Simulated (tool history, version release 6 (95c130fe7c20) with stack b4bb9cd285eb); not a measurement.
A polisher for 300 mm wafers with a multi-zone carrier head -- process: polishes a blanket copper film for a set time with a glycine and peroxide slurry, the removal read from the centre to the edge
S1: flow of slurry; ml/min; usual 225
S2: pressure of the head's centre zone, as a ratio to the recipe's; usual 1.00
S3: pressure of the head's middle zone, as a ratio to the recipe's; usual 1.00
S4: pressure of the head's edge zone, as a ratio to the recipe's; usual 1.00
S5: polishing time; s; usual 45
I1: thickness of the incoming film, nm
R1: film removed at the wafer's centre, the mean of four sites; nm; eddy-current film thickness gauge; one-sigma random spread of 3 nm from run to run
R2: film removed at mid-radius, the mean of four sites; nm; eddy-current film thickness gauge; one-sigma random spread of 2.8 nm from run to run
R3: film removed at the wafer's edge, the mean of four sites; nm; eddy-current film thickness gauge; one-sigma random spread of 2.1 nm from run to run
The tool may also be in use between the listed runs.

Run 1, hour 0.0: usual settings; I1 1974.7. Result: R1 258.5 nm, R2 255.9 nm, R3 257.6 nm.
Run 2, hour 17.7: usual settings but S3 1.09; I1 2013.8. Result: R1 262.6 nm, R2 278.1 nm, R3 255.6 nm.
Run 3, hour 39.6: usual settings but S3 1.09; I1 2018.7. Result: R1 263.5 nm, R2 271.2 nm, R3 259.6 nm.
Run 4, hour 56.4: usual settings but S3 1.09; I1 1989.0. Result: R1 259.2 nm, R2 274.8 nm, R3 253.8 nm.
At hour 63.1: worn pad replaced by a new one.
Run 5, hour 77.6: usual settings; I1 1997.5. Result: R1 260.4 nm, R2 258.4 nm, R3 256.9 nm.
At hour 90.5: slurry nozzle cleaned.
Run 6, hour 100.9: usual settings; I1 1991.7. Result: R1 259.1 nm, R2 260.7 nm, R3 251.0 nm.
Run 7, hour 115.4: usual settings; I1 1994.6. Result: R1 256.7 nm, R2 263.4 nm, R3 258.8 nm.
Run 8, hour 131.8: usual settings but S1 200 ml/min; I1 2029.3. Result: R1 258.1 nm, R2 255.4 nm, R3 254.9 nm.
Run 9, hour 144.8: usual settings but S1 200 ml/min; I1 2031.3. Result: R1 251.0 nm, R2 250.1 nm, R3 252.9 nm.
Run 10, hour 165.8: usual settings but S1 275 ml/min, S3 0.90, S4 1.06, S5 52 s; I1 2028.7. Result: R1 308.4 nm, R2 281.9 nm, R3 305.6 nm.
At hour 189.5: worn pad replaced by a new one.
At hour 190.3: carrier head's membrane replaced by a new one.
Run 11, hour 190.8: usual settings but S1 270 ml/min, S3 0.97, S4 1.10; I1 2031.8. Result: R1 268.8 nm, R2 249.4 nm, R3 268.9 nm.
At hour 199.1: edge zone pressure recalibrated.
Run 12, hour 213.5: usual settings but S3 1.08, S5 50 s; I1 2018.2. Result: R1 285.1 nm, R2 301.7 nm, R3 286.4 nm.
Run 13, hour 244.6: usual settings but S4 1.08; I1 2020.1. Result: R1 263.8 nm, R2 262.6 nm, R3 266.1 nm.
Run 14, hour 272.3: usual settings but S2 0.90, S5 34 s; I1 2002.1. Result: R1 177.6 nm, R2 194.3 nm, R3 192.4 nm.
At hour 278.8: centre zone pressure recalibrated.
Run 15, hour 285.3: usual settings; I1 2010.8. Result: R1 260.1 nm, R2 255.6 nm, R3 258.6 nm.
Run 16, hour 301.2: usual settings but S2 0.96, S3 0.89, S4 1.09, S5 36 s; I1 1989.6. Result: R1 198.1 nm, R2 188.1 nm, R3 208.0 nm.
At hour 331.1: worn pad replaced by a new one.
Run 17, hour 331.6: usual settings; I1 1988.8. Result: R1 262.1 nm, R2 254.6 nm, R3 256.9 nm.
Run 18, hour 351.7: usual settings; I1 1986.8. Result: R1 262.1 nm, R2 256.5 nm, R3 254.9 nm.
Run 19, hour 368.9: usual settings; I1 2028.8. Result: R1 257.2 nm, R2 254.1 nm, R3 257.2 nm.
Run 20, hour 386.9: usual settings but S2 0.92, S5 39 s; I1 2038.7. Result: R1 205.5 nm, R2 221.8 nm, R3 224.0 nm.
Run 21, hour 410.3: usual settings but S5 55 s; I1 2037.4. Result: R1 323.7 nm, R2 314.1 nm, R3 313.9 nm.
Run 22, hour 422.6: usual settings; I1 1991.2. Result: R1 259.7 nm, R2 256.4 nm, R3 254.3 nm.
Run 23, hour 444.3: usual settings but S1 185 ml/min, S2 0.91, S3 0.97, S5 60 s; I1 2043.9. Result: R1 312.1 nm, R2 335.3 nm, R3 336.9 nm.

What the log doesn't show, run by run:
removal rate lost through wear of the pad, %: 0 in every run
slurry flow missing at the pad, %: 0 in every run
deviation of the centre zone's pressure from its setpoint, %: 0 in every run
deviation of the edge zone's pressure from its setpoint, %: 0 in every run
